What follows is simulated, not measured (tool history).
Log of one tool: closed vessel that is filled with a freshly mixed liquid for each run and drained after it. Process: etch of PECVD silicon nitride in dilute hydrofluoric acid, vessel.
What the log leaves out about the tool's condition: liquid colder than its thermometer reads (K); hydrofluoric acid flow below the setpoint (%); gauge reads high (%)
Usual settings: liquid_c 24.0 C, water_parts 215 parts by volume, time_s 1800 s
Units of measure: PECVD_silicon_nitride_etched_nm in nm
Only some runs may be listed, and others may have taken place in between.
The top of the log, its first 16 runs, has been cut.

run     day  liquid_c  water_parts  time_s  wafers since the last listed run  hours since the thermometer was replaced  hours since the hydrofluoric acid flow meter was replaced  hours since the gauge calibration  read-back film thickness of the PECVD silicon nitride reference wafer, read on the same gauge (nm)  PECVD_silicon_nitride_etched_nm
 17  50.492      24.0          260    1800                              4079                                     100.6                                                      649.8                              506.5                                                                                               49.99                            30.03
 18  54.779      26.0          130    2105                              4759                                     203.5                                                      752.7                              609.4                                                                                               49.99                            79.85
 19  56.283      24.0          295    1800                              1669                                     239.6                                                      788.8                              645.5                                                                                               50.02                            26.22
 20  60.771      20.0          325    2540                              4981                                     347.3                                                      896.5                              753.2                                                                                               50.01                            26.85
 21  64.829      24.0          215    1800                              4505                                     444.7                                                      993.9                              850.6                                                                                               49.99                            36.04
     65.742  -- hydrofluoric acid flow meter replaced
 22  67.225      21.5          145    1800                              2613                                     502.2                                                       35.6                              908.1                                                                                               49.98                            45.60
 23  70.362      26.5          215    1800                              3483                                     577.5                                                      110.9                              983.4                                                                                               50.01                            42.73
 24  72.358      28.0          120    1085                              2215                                     625.4                                                      158.8                             1031.3                                                                                               50.01                            50.93
 25  76.083      27.5          115    1145                              4135                                     714.8                                                      248.2                             1120.7                                                                                               50.00                            54.34
     76.558  -- thermometer replaced
 26  77.742      27.0          275    2540                              1794                                      28.4                                                      288.0                             1160.5                                                                                               49.97                            47.84
 27  80.396      28.5          270     975                              2946                                      92.1                                                      351.7                             1224.2                                                                                               49.99                            20.69
 28  83.504      19.5          175    2230                              3450                                     166.7                                                      426.3                             1298.8                                                                                               50.01                            41.38
 29  92.667      24.0          215    1800                             10171                                     386.6                                                      646.2                             1518.7                                                                                               49.99                            36.71
 30  96.783      24.0          215    1800                              4570                                     485.4                                                      745.0                             1617.5                                                                                               50.00                            36.14
 31  98.688      19.5          245    1800                              2113                                     531.1                                                      790.7                             1663.2                                                                                               50.00                            23.71

What if the next run were any one of these 5? Each begins from the tool's condition after run 31:
  A  98.738      22.5          215    1800                                55                                     532.3                                                      791.9                             1664.4                                                                                                   ?                                ?
  B  98.738      24.0          115    2120                                55                                     532.3                                                      791.9                             1664.4                                                                                                   ?                                ?
  C  98.738      26.5          275    1800                                55                                     532.3                                                      791.9                             1664.4                                                                                                   ?                                ?
  D  98.738      24.0          280    1800                                55                                     532.3                                                      791.9                             1664.4                                                                                                   ?                                ?
  E  98.738      26.5          130     895                                55                                     532.3                                                      791.9                             1664.4                                                                                                   ?                                ?

run  read-back film thickness of the PECVD silicon nitride reference wafer, read on the same gauge (nm)  PECVD_silicon_nitride_etched_nm
  A                                                                                               50.00                            33.56
  B                                                                                               50.00                            80.72
  C                                                                                               50.00                            33.67
  D                                                                                               50.00                            28.41
  E                                                                                               50.00                            35.46
Without the tool's unlogged condition, the same runs would have read:
run  PECVD_silicon_nitride_etched_nm
  A                            33.56
  B                            80.72
  C                            33.67
  D                            28.41
  E                            35.46
